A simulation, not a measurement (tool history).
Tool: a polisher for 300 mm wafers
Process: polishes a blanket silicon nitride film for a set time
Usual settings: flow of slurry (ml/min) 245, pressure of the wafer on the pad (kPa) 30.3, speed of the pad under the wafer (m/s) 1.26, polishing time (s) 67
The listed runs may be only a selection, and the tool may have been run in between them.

run,hour,flow of slurry (ml/min),pressure of the wafer on the pad (kPa),speed of the pad under the wafer (m/s),polishing time (s),wafers since the last listed run,wafers polished on this pad,hours since the slurry nozzle was cleaned,hours since the head pressure was calibrated,"incoming thickness of the incoming film, nm",film removed (nm)
1,0,245,30.3,1.26,67,0,819,343.1,1287.5,531.1,176.1
# hour 3.4: worn pad replaced by a new one
2,16.6,245,30.3,1.26,67,209,209,359.7,1304.1,531.4,179.8
3,34.6,245,30.3,1.26,67,284,493,377.7,1322.1,527.9,177.4
# hour 62.4: worn pad replaced by a new one
4,68.1,245,30.3,1.26,67,466,89,411.2,1355.6,534.7,184.9
5,93.6,245,30.3,1.26,67,403,492,436.7,1381.1,539.5,180.3
6,128.3,245,30.3,1.26,67,548,1041,471.4,1415.8,528.6,170.2
# hour 133.2: worn pad replaced by a new one
7,147.4,245,30.3,1.26,67,238,224,490.5,1434.9,526.9,181.7
8,160.7,245,30.3,1.26,67,210,434,503.8,1448.2,531,176
9,177.9,275,40.7,1.26,79,271,706,521,1465.4,518.1,264.9
# hour 189.1: worn pad replaced by a new one
10,207.9,190,30.3,1.26,54,411,297,551,1495.4,540.1,140.7
# hour 220.8: slurry nozzle cleaned
# hour 226.2: head pressure recalibrated
11,226.7,245,22.1,1.04,75,249,547,5.9,0.5,537.1,140.2
# hour 257.3: worn pad replaced by a new one
12,257.8,245,30.3,1.26,67,428,8,37,31.6,527.7,184.8
13,270,165,30.3,0.88,67,192,201,49.2,43.8,537.8,143.8
14,293,245,30.3,1.26,67,363,564,72.2,66.8,529.7,175.1
15,310.6,300,30.3,0.88,67,278,843,89.8,84.4,524.6,146.1

What if the next run were any one of these 3? Each begins from the tool's condition after run 15:
A,311,245,30.3,1.26,67,6,849,90.2,84.8,529.8,?
B,311,215,30.3,1.26,67,6,849,90.2,84.8,529.8,?
C,311,245,24.8,1.06,67,6,849,90.2,84.8,529.8,?

run,film removed (nm)
A,173.1
B,171.1
C,134.2
The same runs, with their run-to-run variation unchanged, on a tool lacking any hidden condition would have given:
run,film removed (nm)
A,187.7
B,185.5
C,145.5
